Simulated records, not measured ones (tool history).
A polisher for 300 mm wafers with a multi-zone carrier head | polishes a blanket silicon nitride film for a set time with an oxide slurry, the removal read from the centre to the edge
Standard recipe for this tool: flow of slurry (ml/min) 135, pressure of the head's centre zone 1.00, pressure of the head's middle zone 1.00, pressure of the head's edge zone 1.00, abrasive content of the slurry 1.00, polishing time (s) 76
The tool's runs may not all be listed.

run    hour  flow of slurry (ml/min)  pressure of the head's centre zone  pressure of the head's middle zone  pressure of the head's edge zone  abrasive content of the slurry  polishing time (s)  incoming thickness of the incoming film, nm  film removed at the wafer's centre (angstrom)  film removed at mid-radius (angstrom)  film removed at the wafer's edge (angstrom)
  1     0.0                      135                                1.00                                1.00                              1.00                            1.30                  76                                        453.9                                            523                                    505                                          525
  2    25.0                      135                                0.93                                1.09                              1.00                            1.10                  76                                        450.3                                            457                                    508                                          488
  3    94.9                      135                                1.00                                1.00                              1.00                            0.70                  99                                        450.1                                            497                                    480                                          497
  4   119.4                      175                                1.06                                1.06                              1.00                            1.00                  76                                        451.4                                            514                                    494                                          484
  5   156.7                      135                                1.00                                1.00                              1.00                            1.00                  76                                        452.9                                            460                                    459                                          464
  6   212.1                      135                                1.00                                1.00                              1.00                            1.00                  76                                        445.2                                            463                                    450                                          474
  7   255.1                      135                                1.00                                1.00                              1.00                            1.00                  76                                        447.1                                            465                                    445                                          468
  8   287.2                      155                                0.88                                1.00                              0.96                            0.70                  76                                        449.5                                            357                                    387                                          387
      350.6  -- edge zone pressure recalibrated
  9   381.5                      135                                1.00                                1.00                              0.94                            1.20                  76                                        448.5                                            498                                    484                                          484
      440.8  -- worn pad replaced by a new one
      487.1  -- slurry nozzle cleaned
      566.3  -- carrier head's membrane replaced by a new one
      578.3  -- centre zone pressure recalibrated
 10   579.8                      135                                0.97                                1.11                              0.89                            1.00                  76                                        448.2                                            450                                    489                                          436
 11   646.6                      110                                1.00                                1.00                              1.00                            1.00                  76                                        452.0                                            435                                    429                                          449
 12   690.7                      180                                1.00                                1.00                              1.00                            1.00                  76                                        446.2                                            494                                    471                                          487
 13   731.0                      135                                1.00                                1.00                              1.00                            1.00                  76                                        457.7                                            462                                    448                                          456
 14   849.0                      135                                0.96                                1.00                              1.08                            1.10                  76                                        450.2                                            470                                    478                                          511
      865.0  -- edge zone pressure recalibrated
      872.8  -- worn pad replaced by a new one
 15   895.0                      135                                1.00                                1.00                              1.00                            1.00                  76                                        451.7                                            459                                    456                                          471
      896.6  -- slurry nozzle cleaned
 16   950.8                      135                                1.00                                1.00                              1.00                            1.00                  76                                        451.5                                            468                                    449                                          464
 17   975.2                      135                                1.00                                1.00                              1.00                            1.00                  65                                        445.6                                            394                                    386                                          395
 18  1045.3                      150                                1.00                                1.00                              1.00                            1.00                  76                                        453.7                                            478                                    453                                          473
 19  1090.2                      135                                1.11                                1.00                              1.00                            0.90                  76                                        456.1                                            481                                    429                                          441
 20  1154.6                      135                                1.00                                1.00                              1.00                            0.75                  76                                        454.7                                            393                                    386                                          407
 21  1206.4                      170                                1.00                                0.91                              1.00                            1.30                  76                                        452.6                                            538                                    499                                          533

4 ways to go on from here, each from the tool as it stands after run 21. What would each give?
  A  1206.9                      135                                1.00                                1.04                              1.00                            1.00                  76                                        454.7                                              ?                                      ?                                            ?
  B  1206.9                      135                                1.00                                1.00                              1.10                            1.15                  76                                        454.7                                              ?                                      ?                                            ?
  C  1206.9                      135                                1.06                                1.00                              1.00                            1.25                  76                                        454.7                                              ?                                      ?                                            ?
  D  1206.9                      135                                1.00                                0.88                              1.00                            1.00                  76                                        454.7                                              ?                                      ?                                            ?

run  film removed at the wafer's centre (angstrom)  film removed at mid-radius (angstrom)  film removed at the wafer's edge (angstrom)
  A                                            463                                    466                                          451
  B                                            494                                    482                                          503
  C                                            536                                    499                                          497
  D                                            463                                    411                                          452
Without the tool's unlogged condition, the same runs would have read:
run  film removed at the wafer's centre (angstrom)  film removed at mid-radius (angstrom)  film removed at the wafer's edge (angstrom)
  A                                            463                                    466                                          451
  B                                            494                                    482                                          503
  C                                            536                                    499                                          497
  D                                            463                                    411                                          452
